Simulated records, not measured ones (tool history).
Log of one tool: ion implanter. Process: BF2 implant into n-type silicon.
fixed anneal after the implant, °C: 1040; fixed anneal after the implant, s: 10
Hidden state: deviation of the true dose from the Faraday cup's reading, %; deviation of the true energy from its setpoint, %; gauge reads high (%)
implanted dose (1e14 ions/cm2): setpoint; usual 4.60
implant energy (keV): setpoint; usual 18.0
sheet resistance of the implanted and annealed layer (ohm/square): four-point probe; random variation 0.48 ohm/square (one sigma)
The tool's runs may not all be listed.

| run | hour | implanted dose (1e14 ions/cm2) | implant energy (keV) | wafers since the last listed run | hours since the last dose calibration | hours since the extraction supply was calibrated | hours since the gauge calibration | read-back reference wafer on the same gauge, sheet resistance | sheet resistance of the implanted and annealed layer (ohm/square) |
|---|---|---|---|---|---|---|---|---|---|
| 1 | 0.0 | 4.60 | 18.0 | 0 | 1944.2 | 2432.9 | 212.1 | 263.97 | 261.65 |
| 2 | 28.2 | 4.60 | 18.0 | 442 | 1972.4 | 2461.1 | 240.3 | 263.89 | 261.61 |
| 3 | 42.3 | 3.62 | 18.0 | 221 | 1986.5 | 2475.2 | 254.4 | 264.20 | 316.31 |
| 4 | 59.6 | 3.62 | 18.0 | 271 | 2003.8 | 2492.5 | 271.7 | 263.71 | 315.28 |
| 5 | 140.8 | 4.60 | 18.0 | 1273 | 2085.0 | 2573.7 | 352.9 | 263.97 | 261.58 |
| 6 | 176.3 | 4.60 | 18.0 | 556 | 2120.5 | 2609.2 | 388.4 | 263.87 | 261.63 |
| 7 | 198.8 | 4.60 | 18.0 | 352 | 2143.0 | 2631.7 | 410.9 | 264.17 | 261.58 |
| 8 | 213.1 | 4.60 | 18.0 | 224 | 2157.3 | 2646.0 | 425.2 | 264.15 | 261.54 |
| 9 | 245.0 | 4.60 | 18.0 | 500 | 2189.2 | 2677.9 | 457.1 | 264.11 | 262.06 |
| 10 | 279.7 | 4.60 | 18.0 | 544 | 2223.9 | 2712.6 | 491.8 | 263.95 | 260.75 |
| 11 | 304.5 | 4.60 | 18.0 | 388 | 2248.7 | 2737.4 | 516.6 | 263.76 | 261.30 |
|  | 326.9 | extraction supply calibrated |
|  | 335.1 | Faraday cup replaced and dose calibrated |
| 12 | 335.6 | 3.75 | 22.0 | 236 | 0.5 | 8.7 | 547.7 | 264.09 | 308.73 |
| 13 | 337.6 | 4.60 | 18.0 | 31 | 2.5 | 10.7 | 549.7 | 264.02 | 268.40 |
| 14 | 372.2 | 3.63 | 18.0 | 542 | 37.1 | 45.3 | 584.3 | 264.10 | 325.54 |
| 15 | 384.6 | 3.95 | 14.5 | 194 | 49.5 | 57.7 | 596.7 | 264.03 | 313.08 |
| 16 | 401.1 | 4.60 | 24.5 | 258 | 66.0 | 74.2 | 613.2 | 264.17 | 256.68 |
|  | 415.3 | Faraday cup replaced and dose calibrated, repeated, since the last time left the tool worse |
| 17 | 417.7 | 4.60 | 18.0 | 134 | 2.4 | 90.8 | 629.8 | 264.01 | 256.15 |
| 18 | 436.5 | 4.60 | 22.0 | 294 | 21.2 | 109.6 | 648.6 | 263.96 | 247.33 |
|  | 444.2 | gauge calibrated |
| 19 | 471.1 | 5.90 | 18.0 | 542 | 55.8 | 144.2 | 26.9 | 263.96 | 213.82 |
| 20 | 491.1 | 4.60 | 12.0 | 313 | 75.8 | 164.2 | 46.9 | 264.24 | 278.87 |
| 21 | 523.1 | 5.24 | 22.0 | 501 | 107.8 | 196.2 | 78.9 | 263.85 | 223.82 |
| 22 | 542.1 | 4.60 | 18.0 | 297 | 126.8 | 215.2 | 97.9 | 264.00 | 256.00 |
| 23 | 561.4 | 3.71 | 21.5 | 302 | 146.1 | 234.5 | 117.2 | 264.11 | 297.21 |

Some steps in sheet resistance of the implanted and annealed layer (ohm/square) between neighbouring runs. How much of each would the tool show without its hidden state too (settings, what came in, random variation), and how much is left for the hidden state, with any gauge scatter that isn't in both results?
Run 11 -> 12: implanted dose (1e14 ions/cm2) 4.60 -> 3.75, implant energy (keV) 18.0 -> 22.0, extraction supply calibrated, Faraday cup replaced and dose calibrated. sheet resistance of the implanted and annealed layer (ohm/square) +47.43: hidden state +9.72, all else +37.71.
Run 13 -> 14: implanted dose (1e14 ions/cm2) 4.60 -> 3.63. sheet resistance of the implanted and annealed layer (ohm/square) +57.14: hidden state +4.17, all else +52.97.
Run 16 -> 17: implant energy (keV) 24.5 -> 18.0, Faraday cup replaced and dose calibrated, repeated, since the last time left the tool worse. sheet resistance of the implanted and annealed layer (ohm/square) -0.53: hidden state -13.51, all else +12.98.
Run 19 -> 20: implanted dose (1e14 ions/cm2) 5.90 -> 4.60, implant energy (keV) 18.0 -> 12.0. sheet resistance of the implanted and annealed layer (ohm/square) +65.05: hidden state +0.32, all else +64.73.
